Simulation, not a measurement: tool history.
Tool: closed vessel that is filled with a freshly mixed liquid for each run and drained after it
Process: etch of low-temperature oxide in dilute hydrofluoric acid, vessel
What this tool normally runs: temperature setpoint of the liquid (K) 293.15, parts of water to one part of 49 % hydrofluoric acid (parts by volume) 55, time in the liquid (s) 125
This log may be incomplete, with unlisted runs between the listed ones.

run    hour  temperature setpoint of the liquid (K)  parts of water to one part of 49 % hydrofluoric acid (parts by volume)  time in the liquid (s)  read-back film thickness of the low-temperature oxide reference wafer, read on the same gauge (nm)  thickness taken off the low-temperature oxide on a monitor wafer (nm)
  1     0.0                                  293.15                                                                      55                     125                                                                                               39.98                                                                  43.72
  2    54.7                                  293.15                                                                      55                     125                                                                                               40.00                                                                  43.77
  3   108.4                                  293.15                                                                      55                     125                                                                                               40.02                                                                  43.88
  4   145.6                                  293.15                                                                      55                     125                                                                                               40.01                                                                  43.67
  5   169.8                                  293.15                                                                      55                     125                                                                                               40.01                                                                  43.44
  6   214.5                                  293.15                                                                      55                     125                                                                                               39.99                                                                  44.08
  7   258.1                                  293.15                                                                      55                     125                                                                                               39.99                                                                  43.97
  8   315.9                                  293.15                                                                      55                     125                                                                                               40.00                                                                  44.12
  9   372.4                                  297.15                                                                      55                     125                                                                                               40.01                                                                  52.17
 10   485.8                                  297.15                                                                      55                     125                                                                                               40.00                                                                  51.89
 11   555.5                                  297.15                                                                      55                     125                                                                                               40.00                                                                  52.45
      588.7  -- gauge calibrated
      606.3  -- thermometer replaced
 12   679.0                                  293.15                                                                      55                     125                                                                                               39.99                                                                  39.89
 13   716.3                                  293.15                                                                      55                     125                                                                                               40.01                                                                  39.78
 14   745.4                                  293.15                                                                      55                     125                                                                                               40.00                                                                  39.93
 15   817.0                                  293.15                                                                      30                     190                                                                                               40.00                                                                 116.13
 16   851.5                                  290.65                                                                      55                     125                                                                                               40.01                                                                  36.01
 17   904.6                                  291.65                                                                      45                     160                                                                                               40.00                                                                  59.48
 18   959.8                                  293.15                                                                      55                     125                                                                                               39.99                                                                  40.45
 19   991.1                                  291.65                                                                      45                     160                                                                                               39.99                                                                  60.34
 20  1060.5                                  293.15                                                                      45                      85                                                                                               40.00                                                                  34.09
 21  1116.9                                  293.15                                                                      55                      80                                                                                               39.98                                                                  26.11
 22  1165.7                                  295.15                                                                      30                     170                                                                                               40.00                                                                 115.56
     1190.8  -- hydrofluoric acid flow meter replaced
 23  1236.6                                  293.15                                                                      55                     125                                                                                               40.00                                                                  40.57
 24  1284.8                                  293.15                                                                      55                     125                                                                                               40.00                                                                  40.90
 25  1347.4                                  297.65                                                                      35                     200                                                                                               40.00                                                                 128.32
 26  1415.9                                  293.15                                                                      55                     125                                                                                               39.99                                                                  41.44
 27  1442.3                                  298.15                                                                      40                     185                                                                                               39.99                                                                 105.52
 28  1476.9                                  293.15                                                                      80                      90                                                                                               39.99                                                                  19.81
 29  1540.7                                  293.15                                                                      55                     125                                                                                               40.01                                                                  41.71

Branching from run 29: 3 alternative next runs. What would each branch give?
  A  1541.4                                  293.15                                                                      55                     125                                                                                                   ?                                                                      ?
  B  1541.4                                  290.15                                                                      35                     190                                                                                                   ?                                                                      ?
  C  1541.4                                  297.15                                                                      30                      65                                                                                                   ?                                                                      ?

run  read-back film thickness of the low-temperature oxide reference wafer, read on the same gauge (nm)  thickness taken off the low-temperature oxide on a monitor wafer (nm)
  A                                                                                               39.99                                                                  41.85
  B                                                                                               39.99                                                                  90.08
  C                                                                                               39.99                                                                  48.71
The same runs, with their run-to-run variation unchanged, on a tool lacking any hidden condition would have given:
run  thickness taken off the low-temperature oxide on a monitor wafer (nm)
  A                                                                  39.71
  B                                                                  85.29
  C                                                                  46.24
